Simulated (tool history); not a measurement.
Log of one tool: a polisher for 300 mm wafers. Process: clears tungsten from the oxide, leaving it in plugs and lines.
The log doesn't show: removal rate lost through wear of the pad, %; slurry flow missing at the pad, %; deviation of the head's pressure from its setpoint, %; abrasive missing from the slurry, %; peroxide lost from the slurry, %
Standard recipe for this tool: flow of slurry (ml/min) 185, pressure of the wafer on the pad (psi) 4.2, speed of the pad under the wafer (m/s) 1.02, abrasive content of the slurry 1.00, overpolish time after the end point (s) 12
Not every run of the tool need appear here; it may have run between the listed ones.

run	day	flow of slurry (ml/min)	pressure of the wafer on the pad (psi)	speed of the pad under the wafer (m/s)	abrasive content of the slurry	overpolish time after the end point (s)	wafers since the last listed run	wafers polished on this pad	hours since the slurry nozzle was cleaned	hours since the head pressure was calibrated	hours since the slurry blender was calibrated	hours since the slurry got fresh peroxide	incoming thickness of the incoming film, nm	time until the end point was called (s)
1	0.000	170	4.2	1.02	1.00	12	0	545	125.7	598.9	82.1	62.2	522.4	121.1
2	3.667	170	4.2	1.02	1.00	12	591	1137	213.7	686.9	170.1	150.2	512.9	125.1
# day 6.638: slurry blender recalibrated
3	6.658	185	4.2	1.02	1.00	12	469	1606	285.5	758.7	0.5	222.0	513.3	131.4
# day 7.312: worn pad replaced by a new one
# day 8.204: slurry tank refilled with fresh slurry and peroxide
4	10.325	185	4.2	1.02	1.00	12	557	479	373.5	846.7	88.5	50.9	513.6	118.8
# day 10.779: slurry nozzle cleaned
5	15.179	220	4.2	1.26	1.00	12	776	1255	105.6	963.2	205.0	167.4	519.5	97.1
# day 16.158: slurry blender recalibrated
# day 17.875: slurry tank refilled with fresh slurry and peroxide
# day 17.946: worn pad replaced by a new one
6	19.017	220	4.2	1.26	1.00	12	587	172	197.7	1055.3	68.6	27.4	518.4	94.1
7	22.892	220	4.2	1.26	1.00	12	625	798	290.7	1148.3	161.6	120.4	526.7	101.8
8	24.512	230	4.6	0.88	0.80	12	261	1059	329.6	1187.2	200.5	159.3	518.3	138.7
# day 26.417: slurry blender recalibrated
9	26.500	185	4.2	1.02	1.00	12	307	1366	377.3	1234.9	2.0	207.0	522.6	127.8
# day 26.696: slurry tank refilled with fresh slurry and peroxide
# day 27.104: worn pad replaced by a new one
# day 28.671: slurry nozzle cleaned
10	30.133	185	3.1	1.02	1.20	10	545	481	35.1	1322.1	89.2	82.5	511.4	142.4
11	33.433	185	4.7	1.02	0.80	12	532	1014	114.3	1401.3	168.4	161.7	522.1	118.9
# day 34.496: head pressure recalibrated
# day 35.662: slurry blender recalibrated
# day 36.175: slurry tank refilled with fresh slurry and peroxide
# day 36.700: worn pad replaced by a new one
12	41.046	185	4.2	1.02	1.00	12	1167	700	297.0	157.2	129.2	116.9	520.4	120.8
13	44.217	185	4.2	0.70	1.00	12	511	1212	373.1	233.3	205.3	193.0	515.6	174.2
# day 44.538: slurry tank refilled with fresh slurry and peroxide
# day 46.575: slurry blender recalibrated
# day 47.204: slurry nozzle cleaned
# day 47.758: worn pad replaced by a new one
14	48.358	250	4.9	1.02	1.00	18	614	96	27.7	332.7	42.8	91.7	523.9	97.1

Predict each of these 5 candidate next runs independently; none follows another, all start after run 14:
A	48.379	185	4.2	1.02	1.00	12	3	100	28.2	333.2	43.3	92.2	527.4	?
B	48.379	185	4.2	1.02	0.75	5	3	100	28.2	333.2	43.3	92.2	527.4	?
C	48.379	185	5.4	0.66	1.00	12	3	100	28.2	333.2	43.3	92.2	527.4	?
D	48.379	165	4.2	1.26	1.15	12	3	100	28.2	333.2	43.3	92.2	527.4	?
E	48.379	185	4.2	1.26	1.00	18	3	100	28.2	333.2	43.3	92.2	527.4	?

run	time until the end point was called (s)
A	116.6
B	132.4
C	131.3
D	92.9
E	96.7
With the hidden condition removed and each run's random variation left untouched, the same runs would have given:
run	time until the end point was called (s)
A	114.4
B	129.9
C	128.8
D	91.1
E	94.9

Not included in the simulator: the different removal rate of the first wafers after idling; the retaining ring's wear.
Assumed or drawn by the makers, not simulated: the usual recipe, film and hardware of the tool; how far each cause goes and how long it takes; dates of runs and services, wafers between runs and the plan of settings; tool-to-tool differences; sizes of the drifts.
